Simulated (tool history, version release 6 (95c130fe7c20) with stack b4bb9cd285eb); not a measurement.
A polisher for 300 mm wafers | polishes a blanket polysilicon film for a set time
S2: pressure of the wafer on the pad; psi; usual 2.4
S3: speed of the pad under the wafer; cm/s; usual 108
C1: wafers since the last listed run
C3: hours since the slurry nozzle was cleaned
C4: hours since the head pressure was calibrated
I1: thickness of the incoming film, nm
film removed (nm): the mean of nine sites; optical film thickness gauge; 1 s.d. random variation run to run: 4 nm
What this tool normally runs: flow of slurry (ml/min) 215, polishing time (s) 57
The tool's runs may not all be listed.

Run 1, day 0.000: usual settings but flow of slurry (ml/min) 185, S3 80 cm/s; C1 0; wafers polished on this pad 5441; C3 576.3; C4 554.8; I1 1379.2. Result: film removed (nm) 372.8.
At day 1.546: slurry nozzle cleaned.
At day 2.704: worn pad replaced by a new one.
Run 2, day 4.067: usual settings but flow of slurry (ml/min) 185, S3 80 cm/s; C1 1199; wafers polished on this pad 422; C3 60.5; C4 652.4; I1 1399.8. Result: film removed (nm) 380.1.
Run 3, day 6.967: usual settings but S2 2.7 psi, S3 80 cm/s; C1 901; wafers polished on this pad 1324; C3 130.1; C4 722.0; I1 1372.4. Result: film removed (nm) 429.2.
At day 8.329: head pressure recalibrated.
Run 4, day 9.325: usual settings; C1 707; wafers polished on this pad 2031; C3 186.7; C4 23.9; I1 1380.4. Result: film removed (nm) 482.7.
Run 5, day 12.367: usual settings; C1 945; wafers polished on this pad 2976; C3 259.7; C4 96.9; I1 1386.1. Result: film removed (nm) 480.2.
Run 6, day 14.542: usual settings; C1 676; wafers polished on this pad 3652; C3 311.9; C4 149.1; I1 1391.6. Result: film removed (nm) 480.8.
Run 7, day 16.129: usual settings; C1 493; wafers polished on this pad 4146; C3 350.0; C4 187.2; I1 1373.4. Result: film removed (nm) 481.2.
Run 8, day 17.642: usual settings; C1 470; wafers polished on this pad 4616; C3 386.3; C4 223.5; I1 1364.9. Result: film removed (nm) 482.6.
Run 9, day 21.746: usual settings but S2 2.8 psi; C1 1275; wafers polished on this pad 5891; C3 484.8; C4 322.0; I1 1375.9. Result: film removed (nm) 558.2.
At day 23.175: worn pad replaced by a new one.
At day 23.417: slurry nozzle cleaned.
Run 10, day 24.508: usual settings but S2 2.8 psi; C1 793; wafers polished on this pad 401; C3 26.2; C4 388.3; I1 1386.9. Result: film removed (nm) 568.1.
Run 11, day 28.325: usual settings but S2 2.8 psi; C1 1186; wafers polished on this pad 1587; C3 117.8; C4 479.9; I1 1401.9. Result: film removed (nm) 569.5.
Run 12, day 30.692: usual settings but flow of slurry (ml/min) 265; C1 735; wafers polished on this pad 2323; C3 174.6; C4 536.7; I1 1367.9. Result: film removed (nm) 493.3.
Run 13, day 32.871: usual settings but flow of slurry (ml/min) 265; C1 677; wafers polished on this pad 3000; C3 226.9; C4 589.0; I1 1360.7. Result: film removed (nm) 493.3.
Run 14, day 37.029: usual settings but flow of slurry (ml/min) 265; C1 1292; wafers polished on this pad 4293; C3 326.7; C4 688.8; I1 1392.1. Result: film removed (nm) 494.6.
Run 15, day 40.288: usual settings; C1 1012; wafers polished on this pad 5305; C3 404.9; C4 767.0; I1 1371.6. Result: film removed (nm) 472.7.
At day 41.250: head pressure recalibrated.
Run 16, day 42.500: usual settings; C1 661; wafers polished on this pad 5967; C3 458.0; C4 30.0; I1 1364.8. Result: film removed (nm) 472.2.
At day 43.238: worn pad replaced by a new one.
Run 17, day 45.021: usual settings but flow of slurry (ml/min) 180; C1 731; wafers polished on this pad 554; C3 518.5; C4 90.5; I1 1375.2. Result: film removed (nm) 476.2.
At day 47.771: slurry nozzle cleaned.
Run 18, day 48.892: usual settings but flow of slurry (ml/min) 260, S2 1.9 psi, S3 132 cm/s, polishing time (s) 71; C1 1190; wafers polished on this pad 1744; C3 26.9; C4 183.4; I1 1372.8. Result: film removed (nm) 579.7.
Run 19, day 52.821: usual settings but flow of slurry (ml/min) 270, S3 72 cm/s; C1 1221; wafers polished on this pad 2965; C3 121.2; C4 277.7; I1 1401.0. Result: film removed (nm) 367.3.
Run 20, day 54.367: usual settings; C1 480; wafers polished on this pad 3446; C3 158.3; C4 314.8; I1 1358.2. Result: film removed (nm) 486.9.
Run 21, day 57.488: usual settings but S3 94 cm/s, polishing time (s) 48; C1 969; wafers polished on this pad 4416; C3 233.2; C4 389.7; I1 1380.0. Result: film removed (nm) 360.1.
Run 22, day 59.454: usual settings but S2 3.1 psi, S3 120 cm/s; C1 611; wafers polished on this pad 5027; C3 280.4; C4 436.9; I1 1351.0. Result: film removed (nm) 668.4.
Run 23, day 62.929: usual settings; C1 1080; wafers polished on this pad 6107; C3 363.8; C4 520.3; I1 1359.3. Result: film removed (nm) 474.0.
Run 24, day 65.221: usual settings but S3 136 cm/s; C1 712; wafers polished on this pad 6819; C3 418.8; C4 575.3; I1 1383.7. Result: film removed (nm) 557.6.
At day 65.796: worn pad replaced by a new one, of another model than before.
Run 25, day 68.533: usual settings but S2 2.0 psi, S3 118 cm/s, polishing time (s) 49; C1 977; wafers polished on this pad 851; C3 498.3; C4 654.8; I1 1388.5. Result: film removed (nm) 405.7.
At day 71.025: slurry nozzle cleaned.
Run 26, day 71.046: usual settings; C1 767; wafers polished on this pad 1619; C3 0.5; C4 715.1; I1 1377.8. Result: film removed (nm) 480.9.
At day 73.267: head pressure recalibrated.
Run 27, day 74.288: usual settings but S2 3.2 psi; C1 981; wafers polished on this pad 2601; C3 78.3; C4 24.5; I1 1380.8. Result: film removed (nm) 591.9.
Run 28, day 76.800: usual settings but flow of slurry (ml/min) 250; C1 780; wafers polished on this pad 3381; C3 138.6; C4 84.8; I1 1389.7. Result: film removed (nm) 484.0.
Run 29, day 80.596: usual settings but flow of slurry (ml/min) 175, S2 2.1 psi, S3 76 cm/s, polishing time (s) 69; C1 1179; wafers polished on this pad 4561; C3 229.7; C4 175.9; I1 1393.3. Result: film removed (nm) 362.5.
Run 30, day 84.483: usual settings but polishing time (s) 69; C1 1208; wafers polished on this pad 5769; C3 323.0; C4 269.2; I1 1354.2. Result: film removed (nm) 570.1.
Run 31, day 86.679: usual settings but flow of slurry (ml/min) 270, S2 2.1 psi, polishing time (s) 76; C1 682; wafers polished on this pad 6452; C3 375.7; C4 321.9; I1 1394.6. Result: film removed (nm) 577.1.
Run 32, day 89.392: usual settings but S3 78 cm/s; C1 843; wafers polished on this pad 7295; C3 440.8; C4 387.0; I1 1398.8. Result: film removed (nm) 335.3.
Run 33, day 90.962: usual settings; C1 488; wafers polished on this pad 7783; C3 478.5; C4 424.7; I1 1402.3. Result: film removed (nm) 466.8.
At day 91.038: slurry nozzle cleaned.
At day 92.154: worn pad replaced by a new one.
Run 34, day 94.721: usual settings; C1 1103; wafers polished on this pad 797; C3 88.4; C4 514.9; I1 1397.1. Result: film removed (nm) 481.2.
Run 35, day 98.817: usual settings; C1 1273; wafers polished on this pad 2070; C3 186.7; C4 613.2; I1 1365.8. Result: film removed (nm) 484.1.
At day 100.650: head pressure recalibrated.
Run 36, day 102.588: usual settings but flow of slurry (ml/min) 190, S2 2.8 psi; C1 1146; wafers polished on this pad 3216; C3 277.2; C4 46.5; I1 1391.4. Result: film removed (nm) 538.5.
Run 37, day 104.354: usual settings but flow of slurry (ml/min) 180, S2 2.0 psi, S3 136 cm/s, polishing time (s) 48; C1 549; wafers polished on this pad 3765; C3 319.6; C4 88.9; I1 1387.1. Result: film removed (nm) 444.5.

Hidden state, per run?
slurry flow missing at the pad, %: 0 on each run
deviation of the head's pressure from its setpoint, %: 0 on each run
H1: removal rate lost through wear of the pad, %
run     H1
  1   2.42
  2  0.164
  3  0.266
  4  0.427
  5  0.737
  6   1.03
  7   1.28
  8   1.55
  9   2.42
 10  0.334
 11   0.49
 12  0.678
 13  0.913
 14   1.53
 15   2.16
 16   2.66
 17  0.395
 18  0.575
 19  0.951
 20   1.15
 21   1.65
 22   2.02
 23   2.81
 24    3.4
 25  0.481
 26  0.607
 27  0.886
 28   1.19
 29   1.81
 30   2.62
 31   3.17
 32   3.93
 33   4.41
 34  0.474
 35  0.711
 36   1.12
 37   1.37
